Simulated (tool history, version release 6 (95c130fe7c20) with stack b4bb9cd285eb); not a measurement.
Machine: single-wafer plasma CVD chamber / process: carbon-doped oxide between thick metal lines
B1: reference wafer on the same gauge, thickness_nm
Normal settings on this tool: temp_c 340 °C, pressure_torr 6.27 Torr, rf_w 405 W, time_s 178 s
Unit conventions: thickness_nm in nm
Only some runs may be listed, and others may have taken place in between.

Run 1, hour 0.0: usual settings; B1 714.489. Result: thickness_nm 777.747 nm.
Run 2, hour 31.9: usual settings but pressure_torr 5.08 Torr; B1 714.330. Result: thickness_nm 764.065 nm.
Run 3, hour 67.9: usual settings but pressure_torr 5.08 Torr; B1 714.625. Result: thickness_nm 762.608 nm.
Run 4, hour 71.4: usual settings but pressure_torr 5.08 Torr; B1 714.841. Result: thickness_nm 769.803 nm.
Run 5, hour 94.9: usual settings but temp_c 327 °C, pressure_torr 7.32 Torr, time_s 163 s; B1 713.895. Result: thickness_nm 745.938 nm.
Run 6, hour 110.3: usual settings but rf_w 480 W; B1 715.367. Result: thickness_nm 860.027 nm.
Run 7, hour 129.4: usual settings but time_s 155 s; B1 689.197. Result: thickness_nm 652.474 nm.
Run 8, hour 158.6: usual settings but pressure_torr 7.74 Torr; B1 692.003. Result: thickness_nm 766.811 nm.
Run 9, hour 193.8: usual settings but temp_c 333 °C, pressure_torr 5.54 Torr, time_s 191 s; B1 694.356. Result: thickness_nm 819.397 nm.
Run 10, hour 212.0: usual settings but temp_c 335 °C, time_s 199 s; B1 696.107. Result: thickness_nm 861.463 nm.
Run 11, hour 241.9: usual settings but pressure_torr 6.75 Torr, rf_w 365 W, time_s 206 s; B1 697.238. Result: thickness_nm 841.428 nm.
Run 12, hour 273.7: usual settings but temp_c 331 °C, pressure_torr 6.93 Torr, rf_w 360 W, time_s 213 s; B1 698.646. Result: thickness_nm 886.890 nm.
Run 13, hour 288.5: usual settings; B1 699.692. Result: thickness_nm 763.073 nm.
Run 14, hour 308.6: usual settings but temp_c 349 °C, time_s 208 s; B1 700.785. Result: thickness_nm 875.969 nm.
Run 15, hour 323.5: usual settings but time_s 195 s; B1 700.958. Result: thickness_nm 841.346 nm.
Run 16, hour 355.7: usual settings but pressure_torr 7.62 Torr, rf_w 340 W; B1 702.021. Result: thickness_nm 706.655 nm.
Run 17, hour 381.7: usual settings but temp_c 355 °C, pressure_torr 4.84 Torr, rf_w 430 W, time_s 158 s; B1 703.616. Result: thickness_nm 664.104 nm.
Run 18, hour 409.3: usual settings but temp_c 327 °C, rf_w 445 W, time_s 203 s; B1 704.962. Result: thickness_nm 951.183 nm.
Run 19, hour 432.1: usual settings; B1 706.270. Result: thickness_nm 772.765 nm.
Run 20, hour 459.7: usual settings; B1 704.978. Result: thickness_nm 771.535 nm.
Run 21, hour 480.1: usual settings; B1 706.748. Result: thickness_nm 774.706 nm.
Run 22, hour 498.4: usual settings but temp_c 332 °C, pressure_torr 7.44 Torr, rf_w 470 W; B1 707.402. Result: thickness_nm 868.795 nm.
Run 23, hour 518.4: usual settings; B1 707.137. Result: thickness_nm 774.164 nm.
Run 24, hour 553.4: usual settings but temp_c 349 °C, rf_w 475 W, time_s 206 s; B1 708.243. Result: thickness_nm 958.541 nm.
Run 25, hour 572.4: usual settings but pressure_torr 5.34 Torr, rf_w 325 W, time_s 202 s; B1 708.563. Result: thickness_nm 770.793 nm.
Run 26, hour 587.2: usual settings but rf_w 470 W, time_s 157 s; B1 709.308. Result: thickness_nm 743.135 nm.
Run 27, hour 605.1: usual settings; B1 708.610. Result: thickness_nm 776.468 nm.
Run 28, hour 620.2: usual settings but time_s 207 s; B1 708.311. Result: thickness_nm 900.461 nm.

Not shown here: 4 entries made in the log between runs. Locate each between two listed runs and compare the hidden state at the listed run before it with the hidden state at the listed run after it:
Runs 2 to 3: thermocouple changed; heater temperature recalibrated (hour 55.0); RF generator calibrated (hour 59.3); showerhead replaced (hour 67.4)
  gauge reads high (%): 3.35 -> 3.39
  difference, measured minus the result without the unlogged condition, thickness_nm: +24.802 -> +25.010 nm
Runs 6 to 7: gauge calibrated (hour 121.2)
  gauge reads high (%): 3.43 -> -0.248
  difference, measured minus the result without the unlogged condition, thickness_nm: +28.502 -> -1.622 nm

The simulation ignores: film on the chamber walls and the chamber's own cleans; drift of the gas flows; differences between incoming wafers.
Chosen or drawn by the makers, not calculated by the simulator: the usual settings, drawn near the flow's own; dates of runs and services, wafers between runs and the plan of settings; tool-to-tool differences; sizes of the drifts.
